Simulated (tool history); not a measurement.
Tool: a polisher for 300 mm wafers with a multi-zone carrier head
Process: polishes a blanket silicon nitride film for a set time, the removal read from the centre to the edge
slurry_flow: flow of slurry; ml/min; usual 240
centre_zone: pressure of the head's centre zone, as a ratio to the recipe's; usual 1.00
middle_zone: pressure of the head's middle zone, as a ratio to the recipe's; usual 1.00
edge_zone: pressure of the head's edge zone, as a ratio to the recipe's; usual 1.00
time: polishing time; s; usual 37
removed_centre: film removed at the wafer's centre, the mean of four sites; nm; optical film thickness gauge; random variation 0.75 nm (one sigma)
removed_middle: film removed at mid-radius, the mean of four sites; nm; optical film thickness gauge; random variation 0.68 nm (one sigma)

run    hour  slurry_flow  centre_zone  middle_zone  edge_zone  time  incoming thickness of the incoming film, nm  removed_centre  removed_middle
  1     0.0          240         1.00         1.00       1.00    37                                        505.1            50.6            48.8
       21.8  -- worn pad replaced by a new one
       53.4  -- slurry nozzle cleaned
       71.3  -- carrier head's membrane replaced by a new one
  2    73.0          240         1.00         1.00       1.00    37                                        504.1            51.3            50.3
  3   158.9          240         1.00         1.00       1.06    37                                        509.0            51.3            50.0
  4   200.8          240         1.00         1.00       1.06    37                                        509.2            51.0            48.4
  5   253.2          240         1.00         1.00       1.06    37                                        506.5            50.7            50.8
  6   308.7          240         1.00         1.00       1.00    43                                        518.7            60.0            57.1
  7   366.9          295         1.00         1.00       1.00    37                                        513.6            52.9            50.6
  8   429.5          240         1.00         1.00       1.00    37                                        511.3            52.8            49.6
      437.7  -- worn pad replaced by a new one
  9   470.8          240         1.00         0.89       0.96    37                                        507.8            50.0            46.2
 10   553.3          240         1.00         1.00       1.00    37                                        512.4            50.8            48.4
 11   590.0          240         1.00         1.00       1.00    37                                        517.3            50.6            49.7
      643.5  -- centre zone pressure recalibrated
 12   704.2          240         1.00         1.00       1.00    37                                        503.3            51.1            48.1
      776.5  -- slurry nozzle cleaned
 13   779.0          275         1.00         1.00       1.00    37                                        504.0            52.4            50.3
      823.6  -- worn pad replaced by a new one
 14   830.4          240         1.00         1.00       1.04    37                                        512.4            50.5            49.1
      856.8  -- edge zone pressure recalibrated
      879.4  -- carrier head's membrane replaced by a new one
 15   901.8          240         1.11         0.93       1.00    37                                        512.0            55.4            46.2
 16   959.3          240         1.00         1.00       1.00    37                                        510.7            51.3            48.8
 17  1010.5          310         1.11         1.00       1.00    37                                        510.1            58.9            50.9
 18  1114.2          275         1.12         0.88       1.08    37                                        507.1            58.6            46.1
 19  1193.6          240         1.07         1.00       1.00    37                                        506.0            54.6            49.8
     1245.4  -- worn pad replaced by a new one
 20  1276.8          275         1.00         1.04       1.06    37                                        514.3            51.2            52.5
 21  1333.7          240         1.00         1.00       1.00    37                                        505.1            50.7            50.0

5 ways to go on from here, each from the tool as it stands after run 21. What would each give?
  A  1334.1          240         0.90         1.00       1.00    37                                        517.4               ?               ?
  B  1334.1          240         1.00         1.07       1.00    37                                        517.4               ?               ?
  C  1334.1          265         1.10         1.00       1.11    37                                        517.4               ?               ?
  D  1334.1          175         1.00         1.04       0.97    48                                        517.4               ?               ?
  E  1334.1          180         1.00         1.00       1.00    27                                        517.4               ?               ?

run  removed_centre  removed_middle
  A            46.3            50.3
  B            51.4            52.9
  C            57.2            50.8
  D            63.1            64.0
  E            35.7            35.1
Without the tool's hidden state the same runs would have given:
run  removed_centre  removed_middle
  A            46.3            50.3
  B            51.4            52.9
  C            57.2            50.8
  D            63.1            64.0
  E            35.7            35.1

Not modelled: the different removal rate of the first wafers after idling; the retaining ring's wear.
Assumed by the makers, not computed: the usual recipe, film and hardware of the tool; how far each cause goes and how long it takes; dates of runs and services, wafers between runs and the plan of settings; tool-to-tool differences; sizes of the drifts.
